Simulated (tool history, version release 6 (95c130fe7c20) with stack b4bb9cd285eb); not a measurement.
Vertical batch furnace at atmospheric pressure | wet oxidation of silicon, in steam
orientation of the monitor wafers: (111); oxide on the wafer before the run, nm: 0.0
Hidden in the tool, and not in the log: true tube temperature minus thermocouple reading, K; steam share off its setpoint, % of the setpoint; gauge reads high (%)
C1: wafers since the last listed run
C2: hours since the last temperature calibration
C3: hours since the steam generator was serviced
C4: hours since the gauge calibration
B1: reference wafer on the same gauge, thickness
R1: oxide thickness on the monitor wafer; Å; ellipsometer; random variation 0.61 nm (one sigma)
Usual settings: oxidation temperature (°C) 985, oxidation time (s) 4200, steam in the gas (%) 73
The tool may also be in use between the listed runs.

Run 1, hour 0: usual settings but steam in the gas (%) 81; C1 0; C2 4122.1; C3 1325.8; C4 20.8; B1 364. Result: R1 4188 Å.
Run 2, hour 9.6: usual settings but steam in the gas (%) 81; C1 158; C2 4131.7; C3 1335.4; C4 30.4; B1 364.21. Result: R1 4189.5 Å.
Run 3, hour 35.2: usual settings but steam in the gas (%) 81; C1 422; C2 4157.3; C3 1361; C4 56; B1 363.92. Result: R1 4170.5 Å.
Run 4, hour 48.8: usual settings but oxidation time (s) 3570; C1 224; C2 4170.9; C3 1374.6; C4 69.6; B1 363.87. Result: R1 3510.9 Å.
Run 5, hour 59.3: usual settings but oxidation time (s) 3570; C1 173; C2 4181.4; C3 1385.1; C4 80.1; B1 364.09. Result: R1 3510.5 Å.
Run 6, hour 67.8: usual settings but oxidation time (s) 3570; C1 140; C2 4189.9; C3 1393.6; C4 88.6; B1 363.96. Result: R1 3503.4 Å.
Run 7, hour 82.4: usual settings but oxidation temperature (°C) 977; C1 240; C2 4204.5; C3 1408.2; C4 103.2; B1 364.12. Result: R1 3702.7 Å.
Run 8, hour 89.3: usual settings but oxidation temperature (°C) 977; C1 113; C2 4211.4; C3 1415.1; C4 110.1; B1 364.01. Result: R1 3699.6 Å.
At hour 119: thermocouples replaced and temperature profile calibrated.
Run 9, hour 119.5: usual settings but oxidation temperature (°C) 977; C1 102; C2 0.5; C3 1445.3; C4 140.3; B1 363.64. Result: R1 3694.1 Å.
Run 10, hour 124: usual settings; C1 74; C2 5; C3 1449.8; C4 144.8; B1 364.13. Result: R1 3893.1 Å.
Run 11, hour 128.4: usual settings; C1 72; C2 9.4; C3 1454.2; C4 149.2; B1 363.92. Result: R1 3894.6 Å.
Run 12, hour 133.7: usual settings but oxidation temperature (°C) 993, oxidation time (s) 4770; C1 87; C2 14.7; C3 1459.5; C4 154.5; B1 364. Result: R1 4422.8 Å.
Run 13, hour 142.3: usual settings but oxidation temperature (°C) 970, oxidation time (s) 5400; C1 141; C2 23.3; C3 1468.1; C4 163.1; B1 363.96. Result: R1 4158.7 Å.
Run 14, hour 152.7: usual settings; C1 171; C2 33.7; C3 1478.5; C4 173.5; B1 363.85. Result: R1 3882.8 Å.
At hour 181.3: steam generator serviced.
Run 15, hour 181.8: usual settings but oxidation temperature (°C) 973; C1 84; C2 62.8; C3 0.5; C4 202.6; B1 364.04. Result: R1 3723.6 Å.
Run 16, hour 186.3: usual settings; C1 74; C2 67.3; C3 5; C4 207.1; B1 363.99. Result: R1 4027.6 Å.
Run 17, hour 196.2: usual settings but oxidation time (s) 3150; C1 163; C2 77.2; C3 14.9; C4 217; B1 363.98. Result: R1 3326.2 Å.
Run 18, hour 206.4: usual settings but oxidation temperature (°C) 962, oxidation time (s) 2160; C1 168; C2 87.4; C3 25.1; C4 227.2; B1 363.84. Result: R1 2138.5 Å.
At hour 212.4: gauge calibrated.
Run 19, hour 217.4: usual settings; C1 181; C2 98.4; C3 36.1; C4 5; B1 363.77. Result: R1 4010.5 Å.
Run 20, hour 233.6: usual settings but oxidation time (s) 5730; C1 267; C2 114.6; C3 52.3; C4 21.2; B1 363.84. Result: R1 4893.3 Å.
Run 21, hour 248.8: usual settings but oxidation temperature (°C) 964, oxidation time (s) 5310, steam in the gas (%) 79; C1 250; C2 129.8; C3 67.5; C4 36.4; B1 363.93. Result: R1 4298.5 Å.
Run 22, hour 261.6: usual settings but oxidation temperature (°C) 1005, steam in the gas (%) 82; C1 211; C2 142.6; C3 80.3; C4 49.2; B1 364.02. Result: R1 4848.8 Å.
Run 23, hour 271.8: usual settings but oxidation time (s) 5670, steam in the gas (%) 67; C1 168; C2 152.8; C3 90.5; C4 59.4; B1 364.06. Result: R1 4601.3 Å.
Run 24, hour 284.5: usual settings but oxidation temperature (°C) 995, oxidation time (s) 3300, steam in the gas (%) 64; C1 209; C2 165.5; C3 103.2; C4 72.1; B1 363.98. Result: R1 3364.7 Å.

3 ways to go on from here, each from the tool as it stands after run 24. What would each give?
Run A, hour 289.1: usual settings but oxidation time (s) 5790; C1 75; C2 170.1; C3 107.8; C4 76.7; B1 ?. Result: R1 ?.
Run B, hour 289.1: usual settings but oxidation temperature (°C) 997, oxidation time (s) 3330, steam in the gas (%) 84; C1 75; C2 170.1; C3 107.8; C4 76.7; B1 ?. Result: R1 ?.
Run C, hour 289.1: usual settings but oxidation temperature (°C) 969, steam in the gas (%) 80; C1 75; C2 170.1; C3 107.8; C4 76.7; B1 ?. Result: R1 ?.

run      B1      R1
  A  363.98  4924.7
  B  363.98  4079.6
  C  363.98  3839.7
Without the tool's hidden state the same runs would have given:
run      R1
  A  4957.4
  B    4107
  C  3866.8

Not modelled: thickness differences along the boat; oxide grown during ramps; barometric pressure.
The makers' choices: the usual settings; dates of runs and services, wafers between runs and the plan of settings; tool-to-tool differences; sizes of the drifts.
